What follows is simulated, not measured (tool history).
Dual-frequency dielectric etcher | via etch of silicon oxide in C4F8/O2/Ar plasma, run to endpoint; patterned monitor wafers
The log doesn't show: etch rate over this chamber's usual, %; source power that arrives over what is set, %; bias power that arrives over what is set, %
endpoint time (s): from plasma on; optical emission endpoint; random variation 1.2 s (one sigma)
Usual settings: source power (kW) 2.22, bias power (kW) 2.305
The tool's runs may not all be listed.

run	hour	source power (kW)	bias power (kW)	wafers since the last listed run	hours since the last wet clean	hours since the last source power generator calibration	hours since the last bias power generator calibration	hours since the last upper electrode change	incoming incoming film thickness, nm	endpoint time (s)
1	0	2.22	2.305	0	449.8	1416.7	578.9	3835.7	1230.3	224.8
# hour 36.1: wet clean of the chamber
2	84	2.22	2.549	358	47.9	1500.7	662.9	3919.7	1223	217.7
3	163.5	2.22	2.305	474	127.4	1580.2	742.4	3999.2	1208.7	222.5
4	209.7	2.22	1.888	275	173.6	1626.4	788.6	4045.4	1230.1	237
5	306.9	2.22	2.305	580	270.8	1723.6	885.8	4142.6	1220.2	223.4
6	344.8	2.22	2.305	226	308.7	1761.5	923.7	4180.5	1217.5	222.2
7	398.9	2.22	2.305	322	362.8	1815.6	977.8	4234.6	1215.7	223.1
8	443.8	2.22	2.305	267	407.7	1860.5	1022.7	4279.5	1225.3	224.5
9	537.5	2.22	2.305	559	501.4	1954.2	1116.4	4373.2	1216.5	222.7
10	608.8	2.22	1.926	425	572.7	2025.5	1187.7	4444.5	1211.7	230.7
# hour 666: wet clean of the chamber
11	711.5	2.22	1.926	469	45.5	2128.2	1290.4	4547.2	1231.6	237.5
12	816.5	2.22	1.854	626	150.5	2233.2	1395.4	4652.2	1226.2	240.1
13	914	2.22	1.854	581	248	2330.7	1492.9	4749.7	1214.2	236.4
# hour 1016.7: upper electrode replaced
14	1017.2	2.22	1.854	472	351.2	2433.9	1596.1	0.5	1219.7	238.8
# hour 1032.9: source power generator calibrated
15	1080.8	1.86	2.305	355	414.8	47.9	1659.7	64.1	1223.4	238.3
# hour 1191.5: wet clean of the chamber
16	1192	1.83	2.542	520	0.5	159.1	1770.9	175.3	1228.2	235.7
17	1223.4	2.02	2.676	187	31.9	190.5	1802.3	206.7	1231.6	222.8
18	1279.5	2.22	2.614	334	88	246.6	1858.4	262.8	1225.8	213.1
19	1355	1.71	2.85	450	163.5	322.1	1933.9	338.3	1213	230.7
20	1436.6	1.78	2.548	486	245.1	403.7	2015.5	419.9	1216.1	237.5
21	1493.6	2.06	2.5	340	302.1	460.7	2072.5	476.9	1225.1	224.8
22	1578.8	2.22	2.305	508	387.3	545.9	2157.7	562.1	1230	221
23	1748	1.83	2.004	1009	556.5	715.1	2326.9	731.3	1219.8	251.3
# hour 1815.3: wet clean of the chamber
24	1833.8	2.22	2.305	368	18.5	800.9	2412.7	817.1	1233	222.5
25	1931.4	2.05	2.845	582	116.1	898.5	2510.3	914.7	1216.4	217.6
26	2032.5	2.41	1.899	603	217.2	999.6	2611.4	1015.8	1221.5	224.3
# hour 2062.5: bias power generator calibrated
27	2087.4	2.22	2.305	303	272.1	1054.5	24.9	1070.7	1230.3	223
28	2169.1	2.22	2.305	487	353.8	1136.2	106.6	1152.4	1223.3	221.8
29	2247.4	1.85	2.681	467	432.1	1214.5	184.9	1230.7	1227.9	231.1
30	2354.6	1.7	2.633	639	539.3	1321.7	292.1	1337.9	1228.4	244.9
# hour 2414: wet clean of the chamber
31	2424.3	2.22	2.305	272	10.3	1391.4	361.8	1407.6	1230.5	224.4
32	2462	1.95	2.305	224	48	1429.1	399.5	1445.3	1223	235.5
33	2561.8	1.67	1.882	595	147.8	1528.9	499.3	1545.1	1232.8	273.1
34	2643	2.48	1.837	484	229	1610.1	580.5	1626.3	1226	224.3

What the log doesn't show, run by run:
etch rate over this chamber's usual, %: 0 in every run
bias power that arrives over what is set, %: 0 in every run
H1: source power that arrives over what is set, %
run	H1
1	-5.21
2	-5.31
3	-5.39
4	-5.44
5	-5.53
6	-5.56
7	-5.6
8	-5.64
9	-5.7
10	-5.75
11	-5.81
12	-5.87
13	-5.91
14	-5.95
15	0.25
16	-0.328
17	-0.479
18	-0.736
19	-1.06
20	-1.38
21	-1.58
22	-1.87
23	-2.36
24	-2.57
25	-2.8
26	-3
27	-3.1
28	-3.25
29	-3.37
30	-3.52
31	-3.61
32	-3.66
33	-3.77
34	-3.86

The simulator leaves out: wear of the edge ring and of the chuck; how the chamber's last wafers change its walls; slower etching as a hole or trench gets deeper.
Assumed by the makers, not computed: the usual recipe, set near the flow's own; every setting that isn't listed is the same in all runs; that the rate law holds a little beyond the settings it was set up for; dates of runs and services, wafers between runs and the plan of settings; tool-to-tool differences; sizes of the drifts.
